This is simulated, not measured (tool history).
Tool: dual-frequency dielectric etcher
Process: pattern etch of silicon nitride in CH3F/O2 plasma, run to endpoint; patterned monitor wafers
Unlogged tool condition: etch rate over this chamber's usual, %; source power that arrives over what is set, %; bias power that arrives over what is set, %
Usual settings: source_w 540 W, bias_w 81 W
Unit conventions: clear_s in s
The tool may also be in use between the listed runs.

run,hour,source_w,bias_w,wafers since the last listed run,hours since the last wet clean,hours since the last source power generator calibration,hours since the last bias power generator calibration,hours since the last upper electrode change,"incoming incoming film thickness, nm",clear_s
1,0.0,540,66,0,59.4,2961.8,3110.9,2551.2,111.8,117.5
2,38.0,540,66,247,97.4,2999.8,3148.9,2589.2,111.4,116.0
3,103.9,540,81,428,163.3,3065.7,3214.8,2655.1,112.1,110.2
4,131.6,540,81,180,191.0,3093.4,3242.5,2682.8,111.4,109.6
5,298.1,540,81,1083,357.5,3259.9,3409.0,2849.3,112.0,111.3
6,348.2,540,81,326,407.6,3310.0,3459.1,2899.4,110.9,109.9
7,412.3,540,81,417,471.7,3374.1,3523.2,2963.5,112.1,111.1
8,458.6,540,81,301,518.0,3420.4,3569.5,3009.8,112.2,111.9
# hour 495.3: wet clean of the chamber
9,542.5,540,81,389,47.2,3504.3,3653.4,3093.7,112.3,109.6
10,583.1,540,81,264,87.8,3544.9,3694.0,3134.3,110.9,108.8
11,632.7,630,81,322,137.4,3594.5,3743.6,3183.9,111.8,104.3
12,693.5,630,81,395,198.2,3655.3,3804.4,3244.7,111.5,104.5
13,721.9,540,81,184,226.6,3683.7,3832.8,3273.1,111.6,110.0
14,778.5,540,81,368,283.2,3740.3,3889.4,3329.7,111.3,110.4
15,815.3,540,81,239,320.0,3777.1,3926.2,3366.5,112.1,110.8
16,849.8,450,81,224,354.5,3811.6,3960.7,3401.0,111.2,116.2
17,879.2,610,81,191,383.9,3841.0,3990.1,3430.4,112.3,106.6
18,940.8,590,81,400,445.5,3902.6,4051.7,3492.0,111.9,108.2
19,981.6,580,90,265,486.3,3943.4,4092.5,3532.8,111.4,104.2
20,1035.8,540,81,352,540.5,3997.6,4146.7,3587.0,111.3,110.5
# hour 1068.8: wet clean of the chamber
21,1069.3,400,69,61,0.5,4031.1,4180.2,3620.5,111.2,125.5
# hour 1129.0: upper electrode replaced
22,1129.5,430,81,235,60.7,4091.3,4240.4,0.5,110.6,116.7
23,1185.3,650,65,363,116.5,4147.1,4296.2,56.3,112.1,110.8
# hour 1233.5: bias power generator calibrated
24,1245.9,650,99,368,177.1,4207.7,12.4,116.9,111.8,96.7
25,1291.3,640,88,295,222.5,4253.1,57.8,162.3,111.3,100.9
26,1355.1,540,81,415,286.3,4316.9,121.6,226.1,111.7,110.3
# hour 1373.7: source power generator calibrated
27,1423.3,450,92,417,354.5,49.6,189.8,294.3,111.2,110.6
28,1483.2,540,101,389,414.4,109.5,249.7,354.2,110.9,101.6
29,1519.3,540,81,234,450.5,145.6,285.8,390.3,111.4,110.4
# hour 1552.6: wet clean of the chamber
30,1585.0,460,99,271,32.4,211.3,351.5,456.0,110.9,107.2
31,1640.8,650,99,363,88.2,267.1,407.3,511.8,112.3,96.9
32,1821.7,450,76,1177,269.1,448.0,588.2,692.7,111.8,119.5

What does the tool deliver on the next run?
33,2019.4,450,81,1286,466.8,645.7,785.9,890.4,110.9,?

Run 33 gave clear_s 117.4 s.
With the hidden condition absent and the run-to-run variation left alone, this run would have shown clear_s 115.4 s.
